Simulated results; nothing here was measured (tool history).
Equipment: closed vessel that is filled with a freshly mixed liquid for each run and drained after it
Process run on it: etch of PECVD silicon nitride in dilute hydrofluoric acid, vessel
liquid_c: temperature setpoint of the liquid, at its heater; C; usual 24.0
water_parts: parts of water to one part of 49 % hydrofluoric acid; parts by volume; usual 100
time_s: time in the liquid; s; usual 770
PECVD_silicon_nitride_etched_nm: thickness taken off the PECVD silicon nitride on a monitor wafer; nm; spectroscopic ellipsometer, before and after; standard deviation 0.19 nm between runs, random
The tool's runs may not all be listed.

run   hour  liquid_c  water_parts  time_s  read-back film thickness of the PECVD silicon nitride reference wafer, read on the same gauge (nm)  PECVD_silicon_nitride_etched_nm
  1    0.0      24.0           80     770                                                                                               40.00                            35.78
       1.0  -- thermometer replaced
  2   34.1      24.0          140     770                                                                                               40.02                            21.77
  3   49.6      24.0          140     770                                                                                               39.98                            21.98
  4   73.8      24.0          140     770                                                                                               40.01                            21.76
  5   90.6      24.0          100     770                                                                                               39.99                            30.57
  6  122.5      24.0          100     770                                                                                               40.02                            30.20
  7  149.0      24.0          100     770                                                                                               40.02                            30.62
  8  174.7      26.0          100     770                                                                                               39.98                            34.46
  9  200.2      24.0          100     625                                                                                               40.00                            24.58
 10  216.0      24.0          100     770                                                                                               40.01                            30.19
 11  237.5      24.0          110     770                                                                                               40.00                            27.83
 12  284.9      20.0           80     620                                                                                               39.99                            23.05
 13  320.2      24.0          130     770                                                                                               39.99                            23.19
 14  341.0      24.0           65     770                                                                                               40.00                            45.92
 15  368.0      24.0          100     770                                                                                               40.01                            29.98
 16  387.2      27.5          140    1100                                                                                               40.04                            38.97
 17  413.7      24.0           60     770                                                                                               40.02                            49.53
 18  432.8      24.0          135     770                                                                                               39.98                            22.75
     437.5  -- hydrofluoric acid flow meter replaced
 19  455.2      25.5          135     770                                                                                               40.02                            23.88
 20  486.0      21.0          115    1155                                                                                               39.99                            30.82
 21  504.4      20.5           75     450                                                                                               40.01                            18.04
 22  539.6      24.0          100     770                                                                                               39.98                            28.95
 23  568.5      24.0          100     770                                                                                               40.04                            29.33
 24  590.1      24.0          100     770                                                                                               40.00                            29.01
 25  635.0      24.0          130     770                                                                                               39.97                            22.62
 26  665.0      27.5           60     770                                                                                               39.97                            61.30
 27  759.2      24.0          110     770                                                                                               39.99                            26.42
 28  781.2      26.0          100     475                                                                                               40.00                            20.47
 29  793.3      24.0          100     770                                                                                               39.98                            29.03
 30  825.3      24.0          125     410                                                                                               39.99                            12.37
 31  842.4      24.0           55     770                                                                                               40.02                            51.83
 32  859.4      21.0           75     595                                                                                               40.02                            24.40

Measured less the same run without the tool's hidden state. The same run-to-run variation is in both; the gauge's scatter may not be:
Unlogged tool condition in this case: liquid colder than its thermometer reads (K); hydrofluoric acid flow above the setpoint (%); gauge reads high (%).
run  PECVD_silicon_nitride_etched_nm
  1                            -1.55
  2                            +0.43
  3                            +0.43
  4                            +0.40
  5                            +0.56
  6                            +0.53
  7                            +0.51
  8                            +0.56
  9                            +0.37
 10                            +0.44
 11                            +0.39
 12                            +0.26
 13                            +0.27
 14                            +0.46
 15                            +0.29
 16                            +0.43
 17                            +0.41
 18                            +0.19
 19                            -0.52
 20                            -0.75
 21                            -0.46
 22                            -0.73
 23                            -0.77
 24                            -0.78
 25                            -0.63
 26                            -1.76
 27                            -0.84
 28                            -0.65
 29                            -0.97
 30                            -0.41
 31                            -1.86
 32                            -0.91

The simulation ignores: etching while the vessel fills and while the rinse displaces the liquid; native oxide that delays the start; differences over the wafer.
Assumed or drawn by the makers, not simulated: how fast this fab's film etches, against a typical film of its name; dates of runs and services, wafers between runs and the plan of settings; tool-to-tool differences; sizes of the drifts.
